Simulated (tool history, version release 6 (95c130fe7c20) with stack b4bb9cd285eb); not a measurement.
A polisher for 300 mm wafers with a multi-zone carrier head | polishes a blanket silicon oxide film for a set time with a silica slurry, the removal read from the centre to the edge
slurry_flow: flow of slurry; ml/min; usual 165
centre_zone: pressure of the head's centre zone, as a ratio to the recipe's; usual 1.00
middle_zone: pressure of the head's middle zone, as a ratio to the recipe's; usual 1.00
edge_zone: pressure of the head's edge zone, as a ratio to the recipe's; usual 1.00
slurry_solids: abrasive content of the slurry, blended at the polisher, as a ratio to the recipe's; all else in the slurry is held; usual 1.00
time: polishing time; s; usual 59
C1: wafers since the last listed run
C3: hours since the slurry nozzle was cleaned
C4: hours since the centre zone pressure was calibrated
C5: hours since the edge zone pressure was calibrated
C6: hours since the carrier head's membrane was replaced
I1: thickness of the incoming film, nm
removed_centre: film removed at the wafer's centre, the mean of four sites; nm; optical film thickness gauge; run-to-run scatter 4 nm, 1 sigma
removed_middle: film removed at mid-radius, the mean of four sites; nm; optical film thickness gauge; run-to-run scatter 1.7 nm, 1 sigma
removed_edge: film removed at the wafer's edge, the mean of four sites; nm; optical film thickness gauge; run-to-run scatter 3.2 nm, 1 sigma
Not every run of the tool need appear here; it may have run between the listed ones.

run 1 hour=0.0 | slurry_flow=200 centre_zone=1.00 middle_zone=1.00 edge_zone=1.00 slurry_solids=1.00 time=54 | C1=0 wafers_polished_on_this_pad=828 C3=358.9 C4=258.9 C5=1109.0 C6=669.5 | I1=1818.2 | removed_centre=253.6 removed_middle=248.8 removed_edge=256.5
run 2 hour=16.5 | slurry_flow=140 centre_zone=1.00 middle_zone=0.89 edge_zone=1.00 slurry_solids=1.30 time=72 | C1=151 wafers_polished_on_this_pad=980 C3=375.4 C4=275.4 C5=1125.5 C6=686.0 | I1=1833.1 | removed_centre=368.9 removed_middle=331.9 removed_edge=377.9
-- hour=29.7 carrier head's membrane replaced by a new one
run 3 hour=30.4 | slurry_flow=165 centre_zone=1.00 middle_zone=1.00 edge_zone=1.00 slurry_solids=1.00 time=59 | C1=81 wafers_polished_on_this_pad=1062 C3=389.3 C4=289.3 C5=1139.4 C6=0.7 | I1=1813.9 | removed_centre=261.0 removed_middle=265.1 removed_edge=268.2
run 4 hour=53.0 | slurry_flow=165 centre_zone=1.00 middle_zone=1.00 edge_zone=1.04 slurry_solids=1.00 time=65 | C1=207 wafers_polished_on_this_pad=1269 C3=411.9 C4=311.9 C5=1162.0 C6=23.3 | I1=1828.2 | removed_centre=300.5 removed_middle=292.7 removed_edge=306.0
run 5 hour=65.7 | slurry_flow=165 centre_zone=1.00 middle_zone=1.05 edge_zone=1.00 slurry_solids=1.00 time=53 | C1=116 wafers_polished_on_this_pad=1386 C3=424.6 C4=324.6 C5=1174.7 C6=36.0 | I1=1785.3 | removed_centre=244.7 removed_middle=247.5 removed_edge=245.6
run 6 hour=84.0 | slurry_flow=210 centre_zone=1.00 middle_zone=1.00 edge_zone=1.00 slurry_solids=1.00 time=59 | C1=168 wafers_polished_on_this_pad=1555 C3=442.9 C4=342.9 C5=1193.0 C6=54.3 | I1=1792.9 | removed_centre=288.3 removed_middle=274.6 removed_edge=279.8
run 7 hour=112.9 | slurry_flow=165 centre_zone=1.04 middle_zone=0.89 edge_zone=1.00 slurry_solids=0.70 time=65 | C1=265 wafers_polished_on_this_pad=1820 C3=471.8 C4=371.8 C5=1221.9 C6=83.2 | I1=1809.5 | removed_centre=226.6 removed_middle=198.6 removed_edge=221.3
run 8 hour=140.1 | slurry_flow=165 centre_zone=0.95 middle_zone=1.08 edge_zone=0.89 slurry_solids=0.85 time=59 | C1=250 wafers_polished_on_this_pad=2071 C3=499.0 C4=399.0 C5=1249.1 C6=110.4 | I1=1824.9 | removed_centre=230.7 removed_middle=246.3 removed_edge=227.1
-- hour=148.1 worn pad replaced by a new one
run 9 hour=165.5 | slurry_flow=165 centre_zone=1.00 middle_zone=0.88 edge_zone=1.00 slurry_solids=1.30 time=59 | C1=196 wafers_polished_on_this_pad=159 C3=524.4 C4=424.4 C5=1274.5 C6=135.8 | I1=1812.4 | removed_centre=311.1 removed_middle=278.7 removed_edge=317.4
run 10 hour=195.0 | slurry_flow=165 centre_zone=1.00 middle_zone=1.04 edge_zone=1.00 slurry_solids=1.20 time=59 | C1=271 wafers_polished_on_this_pad=431 C3=553.9 C4=453.9 C5=1304.0 C6=165.3 | I1=1809.0 | removed_centre=304.0 removed_middle=300.0 removed_edge=305.7
run 11 hour=207.5 | slurry_flow=165 centre_zone=1.00 middle_zone=1.00 edge_zone=1.00 slurry_solids=1.00 time=59 | C1=114 wafers_polished_on_this_pad=546 C3=566.4 C4=466.4 C5=1316.5 C6=177.8 | I1=1826.2 | removed_centre=268.5 removed_middle=262.1 removed_edge=276.3
-- hour=211.5 slurry nozzle cleaned
run 12 hour=234.2 | slurry_flow=210 centre_zone=1.00 middle_zone=1.00 edge_zone=1.00 slurry_solids=1.20 time=59 | C1=236 wafers_polished_on_this_pad=782 C3=22.7 C4=493.1 C5=1343.2 C6=204.5 | I1=1799.0 | removed_centre=310.4 removed_middle=305.0 removed_edge=315.0
run 13 hour=267.0 | slurry_flow=165 centre_zone=1.00 middle_zone=1.00 edge_zone=1.00 slurry_solids=0.85 time=59 | C1=301 wafers_polished_on_this_pad=1084 C3=55.5 C4=525.9 C5=1376.0 C6=237.3 | I1=1809.4 | removed_centre=236.0 removed_middle=232.5 removed_edge=246.9
-- hour=275.2 edge zone pressure recalibrated
run 14 hour=302.1 | slurry_flow=165 centre_zone=1.00 middle_zone=1.00 edge_zone=1.00 slurry_solids=1.00 time=59 | C1=304 wafers_polished_on_this_pad=1388 C3=90.6 C4=561.0 C5=26.9 C6=272.4 | I1=1786.3 | removed_centre=265.8 removed_middle=267.6 removed_edge=271.0
run 15 hour=327.8 | slurry_flow=165 centre_zone=1.00 middle_zone=1.00 edge_zone=1.00 slurry_solids=1.00 time=59 | C1=236 wafers_polished_on_this_pad=1625 C3=116.3 C4=586.7 C5=52.6 C6=298.1 | I1=1832.6 | removed_centre=263.6 removed_middle=266.6 removed_edge=270.7
run 16 hour=355.5 | slurry_flow=165 centre_zone=1.06 middle_zone=1.00 edge_zone=1.00 slurry_solids=1.00 time=46 | C1=254 wafers_polished_on_this_pad=1880 C3=144.0 C4=614.4 C5=80.3 C6=325.8 | I1=1815.6 | removed_centre=218.0 removed_middle=205.1 removed_edge=213.1
-- hour=361.6 centre zone pressure recalibrated
run 17 hour=378.4 | slurry_flow=165 centre_zone=1.00 middle_zone=1.00 edge_zone=1.10 slurry_solids=1.00 time=59 | C1=192 wafers_polished_on_this_pad=2072 C3=166.9 C4=16.8 C5=103.2 C6=348.7 | I1=1798.5 | removed_centre=265.0 removed_middle=263.7 removed_edge=286.9
run 18 hour=395.8 | slurry_flow=165 centre_zone=1.00 middle_zone=1.00 edge_zone=1.00 slurry_solids=1.00 time=59 | C1=160 wafers_polished_on_this_pad=2232 C3=184.3 C4=34.2 C5=120.6 C6=366.1 | I1=1804.3 | removed_centre=270.5 removed_middle=262.7 removed_edge=273.1
-- hour=414.3 worn pad replaced by a new one
run 19 hour=419.4 | slurry_flow=140 centre_zone=0.89 middle_zone=0.90 edge_zone=1.00 slurry_solids=1.15 time=59 | C1=180 wafers_polished_on_this_pad=47 C3=207.9 C4=57.8 C5=144.2 C6=389.7 | I1=1784.4 | removed_centre=269.7 removed_middle=258.6 removed_edge=293.8
run 20 hour=442.9 | slurry_flow=165 centre_zone=1.00 middle_zone=1.00 edge_zone=1.00 slurry_solids=1.00 time=59 | C1=216 wafers_polished_on_this_pad=263 C3=231.4 C4=81.3 C5=167.7 C6=413.2 | I1=1768.0 | removed_centre=277.4 removed_middle=261.6 removed_edge=265.1
run 21 hour=460.7 | slurry_flow=125 centre_zone=0.96 middle_zone=1.09 edge_zone=0.90 slurry_solids=1.00 time=59 | C1=163 wafers_polished_on_this_pad=427 C3=249.2 C4=99.1 C5=185.5 C6=431.0 | I1=1791.1 | removed_centre=246.5 removed_middle=268.3 removed_edge=250.1
run 22 hour=547.2 | slurry_flow=165 centre_zone=1.00 middle_zone=1.07 edge_zone=1.00 slurry_solids=1.10 time=59 | C1=795 wafers_polished_on_this_pad=1223 C3=335.7 C4=185.6 C5=272.0 C6=517.5 | I1=1809.0 | removed_centre=288.5 removed_middle=292.0 removed_edge=287.3

Here are 3 independent what-if runs from the current tool condition. What would each one return?
run A hour=547.6 | slurry_flow=165 centre_zone=1.00 middle_zone=1.00 edge_zone=1.00 slurry_solids=1.00 time=59 | C1=3 wafers_polished_on_this_pad=1226 C3=336.1 C4=186.0 C5=272.4 C6=517.9 | I1=1801.7 | removed_centre=? removed_middle=? removed_edge=?
run B hour=547.6 | slurry_flow=110 centre_zone=1.03 middle_zone=1.00 edge_zone=1.00 slurry_solids=1.00 time=64 | C1=3 wafers_polished_on_this_pad=1226 C3=336.1 C4=186.0 C5=272.4 C6=517.9 | I1=1801.7 | removed_centre=? removed_middle=? removed_edge=?
run C hour=547.6 | slurry_flow=165 centre_zone=1.00 middle_zone=1.10 edge_zone=1.00 slurry_solids=0.85 time=48 | C1=3 wafers_polished_on_this_pad=1226 C3=336.1 C4=186.0 C5=272.4 C6=517.9 | I1=1801.7 | removed_centre=? removed_middle=? removed_edge=?

run=A removed_centre=271.2 removed_middle=263.1 removed_edge=267.2
run=B removed_centre=273.9 removed_middle=263.1 removed_edge=273.6
run=C removed_centre=196.3 removed_middle=204.1 removed_edge=193.0
Take away the tool's hidden state, keep each run's random variation, and the runs would have read:
run=A removed_centre=271.2 removed_middle=263.1 removed_edge=267.2
run=B removed_centre=273.9 removed_middle=263.1 removed_edge=273.6
run=C removed_centre=196.3 removed_middle=204.1 removed_edge=193.0

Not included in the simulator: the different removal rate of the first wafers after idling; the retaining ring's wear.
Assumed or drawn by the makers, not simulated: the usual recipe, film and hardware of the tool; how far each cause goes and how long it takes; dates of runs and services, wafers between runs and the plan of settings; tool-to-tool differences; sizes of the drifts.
